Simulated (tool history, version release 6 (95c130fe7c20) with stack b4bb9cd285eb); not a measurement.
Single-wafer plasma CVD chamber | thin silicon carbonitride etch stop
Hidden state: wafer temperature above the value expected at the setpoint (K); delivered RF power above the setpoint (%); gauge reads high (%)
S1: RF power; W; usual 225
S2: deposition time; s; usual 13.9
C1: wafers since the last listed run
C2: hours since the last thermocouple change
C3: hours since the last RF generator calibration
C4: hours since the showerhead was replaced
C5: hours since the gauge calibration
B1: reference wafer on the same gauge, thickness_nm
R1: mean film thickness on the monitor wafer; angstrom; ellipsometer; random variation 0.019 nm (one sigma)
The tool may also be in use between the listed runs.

Run 1, hour 0.0: usual settings but S1 240 W, S2 13.3 s; C1 0; C2 626.2; C3 1035.3; C4 4889.9; C5 411.2; B1 7.572. Result: R1 77.79 angstrom.
Run 2, hour 82.8: usual settings; C1 2384; C2 709.0; C3 1118.1; C4 4972.7; C5 494.0; B1 7.567. Result: R1 79.99 angstrom.
Run 3, hour 177.7: usual settings; C1 2733; C2 803.9; C3 1213.0; C4 5067.6; C5 588.9; B1 7.569. Result: R1 79.86 angstrom.
Run 4, hour 223.4: usual settings but S1 205 W; C1 1316; C2 849.6; C3 1258.7; C4 5113.3; C5 634.6; B1 7.571. Result: R1 78.16 angstrom.
Run 5, hour 315.4: usual settings but S1 205 W; C1 2649; C2 941.6; C3 1350.7; C4 5205.3; C5 726.6; B1 7.567. Result: R1 78.15 angstrom.
At hour 359.4: gauge calibrated.
Run 6, hour 382.4: usual settings but S1 205 W; C1 1929; C2 1008.6; C3 1417.7; C4 5272.3; C5 23.0; B1 7.572. Result: R1 78.05 angstrom.
Run 7, hour 563.5: usual settings; C1 5216; C2 1189.7; C3 1598.8; C4 5453.4; C5 204.1; B1 7.569. Result: R1 79.80 angstrom.
Run 8, hour 643.5: usual settings but S1 265 W, S2 11.8 s; C1 2304; C2 1269.7; C3 1678.8; C4 5533.4; C5 284.1; B1 7.571. Result: R1 70.29 angstrom.
Run 9, hour 741.0: usual settings but S1 205 W; C1 2808; C2 1367.2; C3 1776.3; C4 5630.9; C5 381.6; B1 7.568. Result: R1 78.25 angstrom.
At hour 803.4: showerhead replaced.
Run 10, hour 819.6: usual settings but S2 12.1 s; C1 2033; C2 1445.8; C3 1854.9; C4 16.2; C5 460.2; B1 7.569. Result: R1 69.26 angstrom.
Run 11, hour 862.5: usual settings but S1 245 W, S2 15.3 s; C1 1235; C2 1488.7; C3 1897.8; C4 59.1; C5 503.1; B1 7.569. Result: R1 88.91 angstrom.
At hour 895.1: RF generator calibrated.
Run 12, hour 906.6: usual settings but S1 255 W, S2 12.0 s; C1 1039; C2 1532.8; C3 11.5; C4 103.2; C5 547.2; B1 7.571. Result: R1 71.89 angstrom.
At hour 947.5: thermocouple changed; heater temperature recalibrated.
Run 13, hour 1014.6: usual settings but S1 265 W, S2 12.9 s; C1 2880; C2 67.1; C3 119.5; C4 211.2; C5 655.2; B1 7.570. Result: R1 77.83 angstrom.
Run 14, hour 1086.8: usual settings but S1 250 W, S2 16.1 s; C1 2079; C2 139.3; C3 191.7; C4 283.4; C5 727.4; B1 7.571. Result: R1 96.16 angstrom.
At hour 1174.9: gauge calibrated.
Run 15, hour 1190.9: usual settings; C1 2998; C2 243.4; C3 295.8; C4 387.5; C5 16.0; B1 7.571. Result: R1 80.79 angstrom.

Hidden state or all else? Some run-to-run changes of R1, split into what the settings, what came in and random variation would give without the hidden state, and what is left for the hidden state (with any gauge scatter that isn't in both results):
Run 10 -> 11: S1 225 -> 245, S2 12.1 -> 15.3. R1 +19.65 angstrom: hidden state -0.37, all else +20.02.
Run 11 -> 12: S1 245 -> 255, S2 15.3 -> 12.0, RF generator calibrated. R1 -17.02 angstrom: hidden state +1.65, all else -18.67.
